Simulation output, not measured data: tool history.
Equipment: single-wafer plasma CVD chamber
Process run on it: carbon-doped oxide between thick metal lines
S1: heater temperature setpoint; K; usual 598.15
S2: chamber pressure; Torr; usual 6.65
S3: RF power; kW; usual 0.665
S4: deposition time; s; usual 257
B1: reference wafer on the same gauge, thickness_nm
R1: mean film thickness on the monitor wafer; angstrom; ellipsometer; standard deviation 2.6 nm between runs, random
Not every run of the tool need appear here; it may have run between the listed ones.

run,hour,S1,S2,S3,S4,B1,R1
1,0.0,589.15,6.65,0.725,257,1789.634,17167.61
2,16.8,589.15,6.65,0.725,257,1789.952,17156.49
3,26.1,598.15,6.65,0.665,257,1791.482,15669.15
4,42.5,598.15,6.65,0.665,257,1790.967,15639.57
5,56.6,598.15,6.65,0.665,257,1790.466,15627.28
6,69.0,598.15,6.65,0.665,257,1789.481,15607.09
7,77.7,598.15,6.65,0.665,236,1791.125,14314.30
8,88.3,598.15,6.65,0.665,236,1789.176,14327.80
# hour 98.7: gauge calibrated
9,99.8,598.15,6.65,0.665,257,1788.570,15596.37
10,107.2,593.15,6.65,0.630,257,1790.110,15327.92
# hour 121.0: showerhead replaced
# hour 127.5: thermocouple changed; heater temperature recalibrated
11,128.0,598.15,6.65,0.665,257,1789.239,15589.03
12,135.1,591.15,6.65,0.540,257,1789.707,13850.84
13,150.7,587.15,6.65,0.605,257,1789.024,15282.96
# hour 168.8: RF generator calibrated
14,175.8,588.15,5.20,0.665,221,1790.421,14555.68
15,181.8,598.15,6.65,0.665,257,1790.356,16598.12
16,187.9,598.15,6.65,0.665,257,1788.852,16559.02
# hour 205.4: capacitance manometer re-zeroed and calibrated
17,229.2,598.15,6.65,0.705,257,1789.204,17188.92
18,262.7,589.15,6.65,0.665,257,1789.751,17131.11
19,273.8,606.15,8.06,0.665,280,1791.613,17631.47

Run-by-run hidden state of the tool:
wafer temperature above the value expected at the setpoint (K): 0, the same for each run
true pressure above the setpoint (%): 0, the same for each run
gauge reads high (%): 0, the same for each run
H1: delivered RF power above the setpoint (%)
run,H1
1,-8.46
2,-8.53
3,-8.57
4,-8.64
5,-8.69
6,-8.75
7,-8.78
8,-8.83
9,-8.87
10,-8.9
11,-8.99
12,-9.02
13,-9.08
14,-0.49
15,-0.514
16,-0.539
17,-0.709
18,-0.847
19,-0.892
